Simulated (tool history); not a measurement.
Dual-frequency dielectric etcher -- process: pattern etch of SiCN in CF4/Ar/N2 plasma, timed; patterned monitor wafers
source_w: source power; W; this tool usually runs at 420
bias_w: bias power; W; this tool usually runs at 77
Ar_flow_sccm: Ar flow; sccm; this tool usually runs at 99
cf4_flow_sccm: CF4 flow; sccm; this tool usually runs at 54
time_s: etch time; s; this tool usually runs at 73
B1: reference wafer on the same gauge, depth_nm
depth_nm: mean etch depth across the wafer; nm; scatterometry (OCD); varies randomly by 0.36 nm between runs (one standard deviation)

Run 1, hour 0: usual settings; B1 72.2. Result: depth_nm 63 nm.
Run 2, hour 40.8: usual settings; B1 72.2. Result: depth_nm 62.4 nm.
Run 3, hour 75.6: usual settings; B1 72.2. Result: depth_nm 62.1 nm.
At hour 102.6: Ar flow controller replaced.
Run 4, hour 107.9: usual settings; B1 72.2. Result: depth_nm 61.9 nm.
At hour 280.5: wet clean of the chamber.
Run 5, hour 283.1: usual settings but Ar_flow_sccm 92 sccm; B1 72.2. Result: depth_nm 64.7 nm.
At hour 289.4: source power generator calibrated.
At hour 330.2: bias power generator calibrated.
Run 6, hour 351.1: usual settings; B1 72.2. Result: depth_nm 63.1 nm.
Run 7, hour 389.3: usual settings; B1 72.3. Result: depth_nm 63.1 nm.
Run 8, hour 431.2: usual settings; B1 72.2. Result: depth_nm 62.7 nm.
Run 9, hour 494.1: usual settings but bias_w 64 W, Ar_flow_sccm 116 sccm, cf4_flow_sccm 49 sccm; B1 72.2. Result: depth_nm 54.7 nm.
Run 10, hour 521.2: usual settings but source_w 460 W, time_s 61.5 s; B1 72.2. Result: depth_nm 55 nm.
Run 11, hour 553.7: usual settings; B1 72.2. Result: depth_nm 61.7 nm.
At hour 614.2: upper electrode replaced.
Run 12, hour 614.7: usual settings but Ar_flow_sccm 112 sccm, cf4_flow_sccm 45 sccm, time_s 60 s; B1 72.2. Result: depth_nm 47.6 nm.
Run 13, hour 660: usual settings but source_w 490 W, Ar_flow_sccm 112 sccm, cf4_flow_sccm 50 sccm, time_s 55 s; B1 72.2. Result: depth_nm 47.9 nm.
Run 14, hour 694.3: usual settings but source_w 470 W; B1 72.3. Result: depth_nm 64.4 nm.
At hour 728.8: wet clean of the chamber.
Run 15, hour 762.4: usual settings but source_w 380 W, Ar_flow_sccm 110 sccm, cf4_flow_sccm 64 sccm, time_s 65 s; B1 72.1. Result: depth_nm 53.3 nm.
Run 16, hour 799: usual settings but cf4_flow_sccm 58 sccm, time_s 67.5 s; B1 72.2. Result: depth_nm 58.8 nm.
Run 17, hour 863.1: usual settings; B1 72.3. Result: depth_nm 61.4 nm.
Run 18, hour 941.7: usual settings but source_w 460 W, bias_w 89 W; B1 72.2. Result: depth_nm 69.3 nm.
Run 19, hour 970.9: usual settings but Ar_flow_sccm 114 sccm; B1 72.2. Result: depth_nm 59.7 nm.
Run 20, hour 1005.1: usual settings; B1 72.2. Result: depth_nm 61.1 nm.

Below, each run's measurement less what the same run would have read without the hidden state. Both values contain the same run-to-run variation, but the gauge's scatter may not be the same in both:
Hidden conditions of the tool in this case: etch rate over this chamber's usual, %; source power that arrives over what is set, %; bias power that arrives over what is set, %; Ar flow that arrives over what is set, %; CF4 flow that arrives over what is set, %; gauge reads high (%).
run  depth_nm
  1      -0.5
  2      -0.9
  3      -1.2
  4      -1.5
  5      +0.2
  6      -0.3
  7      -0.7
  8        -1
  9      -1.3
 10      -1.5
 11      -1.9
 12      -1.8
 13      -2.2
 14      -3.2
 15      -0.3
 16      -0.6
 17      -1.1
 18        -2
 19        -2
 20      -2.3
